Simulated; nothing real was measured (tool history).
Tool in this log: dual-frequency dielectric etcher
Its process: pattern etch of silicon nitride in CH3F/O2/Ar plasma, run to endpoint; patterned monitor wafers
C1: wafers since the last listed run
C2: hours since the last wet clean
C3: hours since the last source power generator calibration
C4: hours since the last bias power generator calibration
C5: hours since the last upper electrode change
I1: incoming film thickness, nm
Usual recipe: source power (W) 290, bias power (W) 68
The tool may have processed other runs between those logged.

{"run": 1, "hour": 0.0, "source power (W)": 290, "bias power (W)": 68, "C1": 0, "C2": 281.6, "C3": 641.2, "C4": 1347.3, "C5": 2448.8, "I1": 33.29, "endpoint time (s)": 55.1}
{"hour": 121.4, "done": "wet clean of the chamber"}
{"run": 2, "hour": 121.9, "source power (W)": 290, "bias power (W)": 68, "C1": 719, "C2": 0.5, "C3": 763.1, "C4": 1469.2, "C5": 2570.7, "I1": 33.42, "endpoint time (s)": 56.7}
{"run": 3, "hour": 143.0, "source power (W)": 290, "bias power (W)": 68, "C1": 154, "C2": 21.6, "C3": 784.2, "C4": 1490.3, "C5": 2591.8, "I1": 33.6, "endpoint time (s)": 57.1}
{"run": 4, "hour": 238.2, "source power (W)": 310, "bias power (W)": 68, "C1": 699, "C2": 116.8, "C3": 879.4, "C4": 1585.5, "C5": 2687, "I1": 33.22, "endpoint time (s)": 54.5}
{"run": 5, "hour": 290.9, "source power (W)": 310, "bias power (W)": 68, "C1": 387, "C2": 169.5, "C3": 932.1, "C4": 1638.2, "C5": 2739.7, "I1": 33.4, "endpoint time (s)": 54.1}
{"run": 6, "hour": 375.4, "source power (W)": 290, "bias power (W)": 68, "C1": 620, "C2": 254, "C3": 1016.6, "C4": 1722.7, "C5": 2824.2, "I1": 33.44, "endpoint time (s)": 55.2}
{"run": 7, "hour": 470.2, "source power (W)": 290, "bias power (W)": 68, "C1": 696, "C2": 348.8, "C3": 1111.4, "C4": 1817.5, "C5": 2919, "I1": 33.3, "endpoint time (s)": 55.5}
{"run": 8, "hour": 575.7, "source power (W)": 290, "bias power (W)": 68, "C1": 774, "C2": 454.3, "C3": 1216.9, "C4": 1923, "C5": 3024.5, "I1": 33.26, "endpoint time (s)": 54.5}
{"hour": 605.3, "done": "wet clean of the chamber"}
{"run": 9, "hour": 647.4, "source power (W)": 290, "bias power (W)": 68, "C1": 350, "C2": 42.1, "C3": 1288.6, "C4": 1994.7, "C5": 3096.2, "I1": 33.22, "endpoint time (s)": 55.7}
{"run": 10, "hour": 743.1, "source power (W)": 290, "bias power (W)": 68, "C1": 702, "C2": 137.8, "C3": 1384.3, "C4": 2090.4, "C5": 3191.9, "I1": 33.37, "endpoint time (s)": 56}
{"run": 11, "hour": 799.1, "source power (W)": 290, "bias power (W)": 68, "C1": 411, "C2": 193.8, "C3": 1440.3, "C4": 2146.4, "C5": 3247.9, "I1": 33.43, "endpoint time (s)": 55.7}
{"run": 12, "hour": 838.0, "source power (W)": 290, "bias power (W)": 68, "C1": 285, "C2": 232.7, "C3": 1479.2, "C4": 2185.3, "C5": 3286.8, "I1": 33.08, "endpoint time (s)": 55.2}
{"hour": 858.3, "done": "bias power generator calibrated"}
{"run": 13, "hour": 898.4, "source power (W)": 340, "bias power (W)": 72, "C1": 414, "C2": 293.1, "C3": 1539.6, "C4": 40.1, "C5": 3347.2, "I1": 33.19, "endpoint time (s)": 49}
{"run": 14, "hour": 962.5, "source power (W)": 340, "bias power (W)": 72, "C1": 470, "C2": 357.2, "C3": 1603.7, "C4": 104.2, "C5": 3411.3, "I1": 33.4, "endpoint time (s)": 50.2}
{"hour": 1019.8, "done": "upper electrode replaced"}
{"hour": 1043.0, "done": "wet clean of the chamber"}
{"run": 15, "hour": 1059.2, "source power (W)": 250, "bias power (W)": 82, "C1": 363, "C2": 16.2, "C3": 1700.4, "C4": 200.9, "C5": 39.4, "I1": 33.2, "endpoint time (s)": 56.7}
{"run": 16, "hour": 1106.4, "source power (W)": 290, "bias power (W)": 68, "C1": 346, "C2": 63.4, "C3": 1747.6, "C4": 248.1, "C5": 86.6, "I1": 33.19, "endpoint time (s)": 55}
{"run": 17, "hour": 1147.0, "source power (W)": 260, "bias power (W)": 84, "C1": 298, "C2": 104, "C3": 1788.2, "C4": 288.7, "C5": 127.2, "I1": 33.68, "endpoint time (s)": 55.7}
{"run": 18, "hour": 1447.7, "source power (W)": 260, "bias power (W)": 74, "C1": 2208, "C2": 404.7, "C3": 2088.9, "C4": 589.4, "C5": 427.9, "I1": 33.46, "endpoint time (s)": 57}
{"hour": 1510.6, "done": "wet clean of the chamber"}
{"run": 19, "hour": 1646.1, "source power (W)": 230, "bias power (W)": 61, "C1": 1280, "C2": 135.5, "C3": 2287.3, "C4": 787.8, "C5": 626.3, "I1": 33.71, "endpoint time (s)": 66.3}
{"hour": 1714.2, "done": "source power generator calibrated"}
{"run": 20, "hour": 1725.4, "source power (W)": 290, "bias power (W)": 68, "C1": 553, "C2": 214.8, "C3": 11.2, "C4": 867.1, "C5": 705.6, "I1": 33.43, "endpoint time (s)": 55.8}
{"run": 21, "hour": 1768.2, "source power (W)": 290, "bias power (W)": 76, "C1": 314, "C2": 257.6, "C3": 54, "C4": 909.9, "C5": 748.4, "I1": 33.01, "endpoint time (s)": 52.5}
{"run": 22, "hour": 1818.0, "source power (W)": 290, "bias power (W)": 53, "C1": 365, "C2": 307.4, "C3": 103.8, "C4": 959.7, "C5": 798.2, "I1": 32.89, "endpoint time (s)": 59}
{"run": 23, "hour": 1858.7, "source power (W)": 320, "bias power (W)": 62, "C1": 298, "C2": 348.1, "C3": 144.5, "C4": 1000.4, "C5": 838.9, "I1": 33.49, "endpoint time (s)": 54.4}
{"run": 24, "hour": 1914.6, "source power (W)": 270, "bias power (W)": 53, "C1": 410, "C2": 404, "C3": 200.4, "C4": 1056.3, "C5": 894.8, "I1": 33.41, "endpoint time (s)": 61.4}
{"run": 25, "hour": 1971.8, "source power (W)": 340, "bias power (W)": 68, "C1": 420, "C2": 461.2, "C3": 257.6, "C4": 1113.5, "C5": 952, "I1": 33.22, "endpoint time (s)": 50.6}
{"hour": 2018.4, "done": "wet clean of the chamber"}
{"run": 26, "hour": 2067.4, "source power (W)": 290, "bias power (W)": 68, "C1": 525, "C2": 49, "C3": 353.2, "C4": 1209.1, "C5": 1047.6, "I1": 33.2, "endpoint time (s)": 56.2}
{"run": 27, "hour": 2172.4, "source power (W)": 330, "bias power (W)": 55, "C1": 771, "C2": 154, "C3": 458.2, "C4": 1314.1, "C5": 1152.6, "I1": 33.36, "endpoint time (s)": 55.2}
{"run": 28, "hour": 2275.1, "source power (W)": 330, "bias power (W)": 55, "C1": 754, "C2": 256.7, "C3": 560.9, "C4": 1416.8, "C5": 1255.3, "I1": 33.68, "endpoint time (s)": 55.8}
{"run": 29, "hour": 2332.6, "source power (W)": 240, "bias power (W)": 53, "C1": 422, "C2": 314.2, "C3": 618.4, "C4": 1474.3, "C5": 1312.8, "I1": 33.19, "endpoint time (s)": 65.1}

Consider 3 possible next runs. They are alternatives, not a sequence: every one starts from the tool as it was left by run 29. What does each give?
{"run": "A", "hour": 2333.0, "source power (W)": 290, "bias power (W)": 68, "C1": 2, "C2": 314.6, "C3": 618.8, "C4": 1474.7, "C5": 1313.2, "I1": 33.03, "endpoint time (s)": "?"}
{"run": "B", "hour": 2333.0, "source power (W)": 270, "bias power (W)": 72, "C1": 2, "C2": 314.6, "C3": 618.8, "C4": 1474.7, "C5": 1313.2, "I1": 33.03, "endpoint time (s)": "?"}
{"run": "C", "hour": 2333.0, "source power (W)": 270, "bias power (W)": 74, "C1": 2, "C2": 314.6, "C3": 618.8, "C4": 1474.7, "C5": 1313.2, "I1": 33.03, "endpoint time (s)": "?"}

run=A endpoint_time_(s)=54.8
run=B endpoint_time_(s)=56
run=C endpoint_time_(s)=55.5
Had the tool no hidden state, the same runs would have come out as:
run=A endpoint_time_(s)=55.8
run=B endpoint_time_(s)=57
run=C endpoint_time_(s)=56.5
